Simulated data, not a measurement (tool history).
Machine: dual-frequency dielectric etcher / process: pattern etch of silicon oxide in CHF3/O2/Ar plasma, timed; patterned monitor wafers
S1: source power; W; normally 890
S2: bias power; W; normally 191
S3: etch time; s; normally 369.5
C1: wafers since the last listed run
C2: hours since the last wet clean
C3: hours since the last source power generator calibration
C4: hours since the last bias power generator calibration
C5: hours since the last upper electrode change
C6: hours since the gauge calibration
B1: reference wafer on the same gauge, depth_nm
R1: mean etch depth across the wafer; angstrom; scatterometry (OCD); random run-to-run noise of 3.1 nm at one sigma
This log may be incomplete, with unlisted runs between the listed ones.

run 1 hour=0 | S1=890 S2=191 S3=369.5 | C1=0 C2=226.8 C3=1294.2 C4=3928.1 C5=2945.1 C6=100.6 | B1=739.9 | R1=8148
run 2 hour=33.5 | S1=890 S2=191 S3=369.5 | C1=156 C2=260.3 C3=1327.7 C4=3961.6 C5=2978.6 C6=134.1 | B1=740.6 | R1=8116
run 3 hour=64.3 | S1=890 S2=191 S3=369.5 | C1=143 C2=291.1 C3=1358.5 C4=3992.4 C5=3009.4 C6=164.9 | B1=740.1 | R1=8084
run 4 hour=92.8 | S1=890 S2=191 S3=369.5 | C1=132 C2=319.6 C3=1387 C4=4020.9 C5=3037.9 C6=193.4 | B1=740.2 | R1=8034
run 5 hour=124.5 | S1=890 S2=191 S3=369.5 | C1=147 C2=351.3 C3=1418.7 C4=4052.6 C5=3069.6 C6=225.1 | B1=740.1 | R1=8057
run 6 hour=139.3 | S1=890 S2=191 S3=369.5 | C1=69 C2=366.1 C3=1433.5 C4=4067.4 C5=3084.4 C6=239.9 | B1=739.9 | R1=8052
run 7 hour=168 | S1=890 S2=191 S3=369.5 | C1=133 C2=394.8 C3=1462.2 C4=4096.1 C5=3113.1 C6=268.6 | B1=739.9 | R1=8023
-- hour=183.8 bias power generator calibrated
run 8 hour=186.8 | S1=890 S2=191 S3=369.5 | C1=69 C2=413.6 C3=1481 C4=3 C5=3131.9 C6=287.4 | B1=739.9 | R1=8053
-- hour=202.2 source power generator calibrated
run 9 hour=202.7 | S1=890 S2=191 S3=369.5 | C1=55 C2=429.5 C3=0.5 C4=18.9 C5=3147.8 C6=303.3 | B1=739.6 | R1=8041
-- hour=230.5 gauge calibrated
run 10 hour=236.9 | S1=890 S2=191 S3=369.5 | C1=159 C2=463.7 C3=34.7 C4=53.1 C5=3182 C6=6.4 | B1=739.7 | R1=8018
run 11 hour=254.5 | S1=890 S2=191 S3=369.5 | C1=82 C2=481.3 C3=52.3 C4=70.7 C5=3199.6 C6=24 | B1=740 | R1=8027
run 12 hour=282.2 | S1=890 S2=191 S3=369.5 | C1=129 C2=509 C3=80 C4=98.4 C5=3227.3 C6=51.7 | B1=740.1 | R1=7982
-- hour=321 wet clean of the chamber
-- hour=342.1 upper electrode replaced
run 13 hour=342.6 | S1=690 S2=237 S3=429.5 | C1=71 C2=21.6 C3=140.4 C4=158.8 C5=0.5 C6=112.1 | B1=740 | R1=9437
run 14 hour=383.9 | S1=710 S2=237 S3=439 | C1=192 C2=62.9 C3=181.7 C4=200.1 C5=41.8 C6=153.4 | B1=739.4 | R1=9658
run 15 hour=418.1 | S1=890 S2=158 S3=436 | C1=159 C2=97.1 C3=215.9 C4=234.3 C5=76 C6=187.6 | B1=739.8 | R1=9184
run 16 hour=453.5 | S1=890 S2=231 S3=292 | C1=165 C2=132.5 C3=251.3 C4=269.7 C5=111.4 C6=223 | B1=740.1 | R1=6784
run 17 hour=479.9 | S1=1090 S2=153 S3=453.5 | C1=123 C2=158.9 C3=277.7 C4=296.1 C5=137.8 C6=249.4 | B1=740.2 | R1=10128
run 18 hour=497.3 | S1=890 S2=169 S3=279 | C1=81 C2=176.3 C3=295.1 C4=313.5 C5=155.2 C6=266.8 | B1=740.1 | R1=5973

Branching from run 18: 3 alternative next runs. What would each branch give?
run A hour=497.8 | S1=1050 S2=191 S3=369.5 | C1=2 C2=176.8 C3=295.6 C4=314 C5=155.7 C6=267.3 | B1=? | R1=?
run B hour=497.8 | S1=1040 S2=191 S3=369.5 | C1=2 C2=176.8 C3=295.6 C4=314 C5=155.7 C6=267.3 | B1=? | R1=?
run C hour=497.8 | S1=890 S2=191 S3=410 | C1=2 C2=176.8 C3=295.6 C4=314 C5=155.7 C6=267.3 | B1=? | R1=?

run=A B1=739.8 R1=8534
run=B B1=739.8 R1=8509
run=C B1=739.8 R1=9017
With no hidden state in the tool, these same runs would have given:
run=A R1=8586
run=B R1=8561
run=C R1=9072
